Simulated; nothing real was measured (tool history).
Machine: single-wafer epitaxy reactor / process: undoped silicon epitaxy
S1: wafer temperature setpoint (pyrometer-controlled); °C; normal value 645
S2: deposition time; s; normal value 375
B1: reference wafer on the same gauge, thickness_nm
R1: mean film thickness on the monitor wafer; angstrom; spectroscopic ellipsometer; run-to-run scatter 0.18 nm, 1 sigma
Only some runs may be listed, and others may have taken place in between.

run     day   S1   S2      B1      R1
  1       0  645  375  54.499  574.82
  2   2.788  645  375  54.508  571.14
  3   5.371  645  375  54.502  572.68
  4   7.254  649  375  54.531  612.99
  5   8.962  649  375  54.589  616.64
  6  11.342  645  351  54.488  534.24
  7  13.588  645  351  54.514  534.26
  8   14.85  645  351  54.516  532.84
  9  17.638  645  375  54.509  570.27
 10   20.45  645  375  54.524  567.25
 11  22.654  645  375  54.534  566.68
 12  24.492  645  375  54.501  564.17
     29.958  -- gauge calibrated
 13  31.554  645  375  54.484  562.99
 14  33.825  633  313  54.534  369.86
 15  36.529  638  448  54.509  583.84
 16    37.9  645  375  54.558  561.24
 17  39.512  645  426  54.477  638.09
     41.729  -- pyrometer calibrated
 18  42.138  652  409  54.481  720.36
 19  44.221  638  375  54.451  502.49
 20  47.025  655  316  54.439  588.14
 21  49.196  657  312  54.502  602.78
 22  50.388  632  408   54.46  483.55
 23  52.767  645  375  54.509  578.08
 24  54.971  645  375  54.549  573.44
 25    56.9  657  312  54.488  597.43

Give the tool's hidden conditions for every run:
gauge reads high (%): 0 on each run
H1: wafer temperature above the value expected at the setpoint (K)
run      H1
  1  -0.374
  2  -0.466
  3  -0.551
  4  -0.613
  5   -0.67
  6  -0.748
  7  -0.822
  8  -0.864
  9  -0.956
 10   -1.05
 11   -1.12
 12   -1.18
 13   -1.41
 14   -1.49
 15   -1.58
 16   -1.62
 17   -1.68
 18  0.0892
 19  0.0205
 20  -0.072
 21  -0.144
 22  -0.183
 23  -0.261
 24  -0.334
 25  -0.398

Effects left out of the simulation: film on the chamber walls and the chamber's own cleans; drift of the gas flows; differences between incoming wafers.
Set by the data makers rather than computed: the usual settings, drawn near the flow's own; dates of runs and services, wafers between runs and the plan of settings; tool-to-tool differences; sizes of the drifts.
